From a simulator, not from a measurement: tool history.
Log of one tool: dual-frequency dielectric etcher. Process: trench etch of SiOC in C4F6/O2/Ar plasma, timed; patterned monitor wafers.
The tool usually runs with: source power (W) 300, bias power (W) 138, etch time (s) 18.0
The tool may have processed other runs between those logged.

run    hour  source power (W)  bias power (W)  etch time (s)  read-back reference wafer on the same gauge, depth_nm  mean etch depth across the wafer (Å)
  1     0.0               300             138           18.0                                                  34.29                                 322.2
  2    50.2               300             126           20.0                                                  34.28                                 348.6
  3   117.1               300             126           20.0                                                  34.27                                 346.2
  4   162.6               300             126           20.0                                                  34.31                                 346.4
  5   215.7               350             118           18.0                                                  34.31                                 328.3
  6   276.4               350             118           18.0                                                  34.29                                 324.2
  7   334.4               350             118           18.0                                                  34.30                                 323.9
      376.5  -- wet clean of the chamber
  8   398.9               300             131           18.0                                                  34.26                                 318.4
  9   432.7               300             120           14.5                                                  34.31                                 249.7
 10   498.0               300             120           14.5                                                  34.26                                 246.3
 11   550.2               300             138           18.0                                                  34.30                                 319.0
      667.4  -- upper electrode replaced
 12   746.6               340             138           14.0                                                  34.30                                 260.1
 13   803.1               300             138           18.0                                                  34.31                                 313.3
      868.1  -- bias power generator calibrated
 14   873.9               300             164           18.0                                                  34.31                                 332.3
      922.5  -- wet clean of the chamber
 15   945.8               380             138           18.0                                                  34.28                                 359.1
 16   989.5               250             138           18.0                                                  34.30                                 295.5
 17  1056.7               350             118           18.0                                                  34.32                                 327.6
     1103.2  -- source power generator calibrated
 18  1103.7               360             159           22.5                                                  34.31                                 454.2
 19  1152.3               300             126           20.0                                                  34.30                                 343.5
 20  1190.0               300             138           18.0                                                  34.29                                 316.4
 21  1214.0               340             138           18.0                                                  34.30                                 335.3
 22  1262.3               350             162           23.0                                                  34.33                                 453.9
     1339.3  -- wet clean of the chamber
 23  1339.8               300             138           18.0                                                  34.28                                 327.3
     1356.0  -- gauge calibrated
 24  1360.8               360             157           16.0                                                  34.30                                 327.9
 25  1448.9               300             153           18.0                                                  34.31                                 332.8
 26  1490.8               380             138           23.0                                                  34.29                                 463.8
 27  1542.7               280             123           20.0                                                  34.34                                 335.7
 28  1704.6               300             138           18.0                                                  34.32                                 318.8

Here are 5 independent what-if runs from the current tool condition. What would each one return?
  A  1705.0               300             138           18.0                                                      ?                                     ?
  B  1705.0               230             165           18.0                                                      ?                                     ?
  C  1705.0               270             121           16.5                                                      ?                                     ?
  D  1705.0               300             159           18.0                                                      ?                                     ?
  E  1705.0               320             122           22.0                                                      ?                                     ?

run  read-back reference wafer on the same gauge, depth_nm  mean etch depth across the wafer (Å)
  A                                                  34.27                                 319.5
  B                                                  34.27                                 297.8
  C                                                  34.27                                 267.6
  D                                                  34.27                                 333.9
  E                                                  34.27                                 387.8
Without the tool's unlogged condition, the same runs would have read:
run  mean etch depth across the wafer (Å)
  A                                 325.3
  B                                 303.3
  C                                 272.6
  D                                 340.0
  E                                 394.9

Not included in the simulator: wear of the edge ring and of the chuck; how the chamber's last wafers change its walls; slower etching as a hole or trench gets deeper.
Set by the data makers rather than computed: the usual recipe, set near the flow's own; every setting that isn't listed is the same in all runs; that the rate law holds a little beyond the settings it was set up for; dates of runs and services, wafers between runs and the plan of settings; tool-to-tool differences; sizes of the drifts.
